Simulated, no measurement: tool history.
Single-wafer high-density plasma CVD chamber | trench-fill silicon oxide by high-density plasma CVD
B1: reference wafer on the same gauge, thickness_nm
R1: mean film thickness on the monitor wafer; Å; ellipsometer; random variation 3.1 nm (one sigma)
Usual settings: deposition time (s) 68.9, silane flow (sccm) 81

{"run": 1, "day": 0.0, "deposition time (s)": 68.9, "silane flow (sccm)": 71, "B1": 580.119, "R1": 5094.68}
{"run": 2, "day": 4.175, "deposition time (s)": 68.9, "silane flow (sccm)": 71, "B1": 580.18, "R1": 5055.71}
{"run": 3, "day": 6.75, "deposition time (s)": 68.9, "silane flow (sccm)": 81, "B1": 578.573, "R1": 5791.58}
{"run": 4, "day": 11.558, "deposition time (s)": 68.9, "silane flow (sccm)": 81, "B1": 579.031, "R1": 5764.49}
{"run": 5, "day": 15.721, "deposition time (s)": 68.9, "silane flow (sccm)": 81, "B1": 579.43, "R1": 5708.91}
{"run": 6, "day": 19.267, "deposition time (s)": 78.4, "silane flow (sccm)": 68, "B1": 578.702, "R1": 5513.47}
{"run": 7, "day": 20.825, "deposition time (s)": 75.9, "silane flow (sccm)": 92, "B1": 579.202, "R1": 7121.65}
{"run": 8, "day": 24.604, "deposition time (s)": 75.9, "silane flow (sccm)": 92, "B1": 579.307, "R1": 7130.84}
{"run": 9, "day": 26.654, "deposition time (s)": 75.9, "silane flow (sccm)": 92, "B1": 579.191, "R1": 7104.65}
{"run": 10, "day": 28.762, "deposition time (s)": 68.9, "silane flow (sccm)": 81, "B1": 578.571, "R1": 5657.38}
{"run": 11, "day": 32.479, "deposition time (s)": 68.9, "silane flow (sccm)": 69, "B1": 578.69, "R1": 4849.55}
{"day": 34.971, "done": "silane flow controller replaced"}
{"run": 12, "day": 36.821, "deposition time (s)": 68.9, "silane flow (sccm)": 69, "B1": 579.711, "R1": 5176.99}
{"run": 13, "day": 40.083, "deposition time (s)": 55.6, "silane flow (sccm)": 81, "B1": 578.52, "R1": 4855.2}
{"run": 14, "day": 43.858, "deposition time (s)": 77.2, "silane flow (sccm)": 74, "B1": 579.172, "R1": 6164.04}
{"run": 15, "day": 46.342, "deposition time (s)": 72.5, "silane flow (sccm)": 76, "B1": 578.843, "R1": 5900.15}
{"day": 48.746, "done": "gauge calibrated"}
{"run": 16, "day": 50.762, "deposition time (s)": 68.9, "silane flow (sccm)": 81, "B1": 578.734, "R1": 5973.59}
{"run": 17, "day": 54.675, "deposition time (s)": 63.8, "silane flow (sccm)": 70, "B1": 579.572, "R1": 4799.07}
{"run": 18, "day": 59.129, "deposition time (s)": 68.9, "silane flow (sccm)": 81, "B1": 579.022, "R1": 5968.33}
{"run": 19, "day": 62.529, "deposition time (s)": 68.9, "silane flow (sccm)": 81, "B1": 578.806, "R1": 5920.46}
{"run": 20, "day": 65.854, "deposition time (s)": 68.9, "silane flow (sccm)": 81, "B1": 579.182, "R1": 5911.18}
{"run": 21, "day": 69.004, "deposition time (s)": 68.9, "silane flow (sccm)": 81, "B1": 579.332, "R1": 5865.21}
{"run": 22, "day": 71.462, "deposition time (s)": 55.1, "silane flow (sccm)": 81, "B1": 579.259, "R1": 4661.94}
{"run": 23, "day": 75.412, "deposition time (s)": 82.2, "silane flow (sccm)": 86, "B1": 579.473, "R1": 7408.75}
{"run": 24, "day": 77.004, "deposition time (s)": 56.8, "silane flow (sccm)": 85, "B1": 580.094, "R1": 5086.58}

The same runs without the tool's hidden state, with the same run-to-run variation:
The hidden state here: delivered silane flow above the setpoint (%); gauge reads high (%).
run=1 R1=5312.53
run=2 R1=5286.72
run=3 R1=6066.74
run=4 R1=6058.01
run=5 R1=6016.56
run=6 R1=5824.61
run=7 R1=7531.52
run=8 R1=7560.71
run=9 R1=7543.5
run=10 R1=6015.51
run=11 R1=5169.71
run=12 R1=5195.81
run=13 R1=4883.15
run=14 R1=6214.73
run=15 R1=5958.28
run=16 R1=6049.84
run=17 R1=4872.76
run=18 R1=6077.68
run=19 R1=6042.41
run=20 R1=6046.16
run=21 R1=6011.62
run=22 R1=4786.08
run=23 R1=7625.95
run=24 R1=5241.23
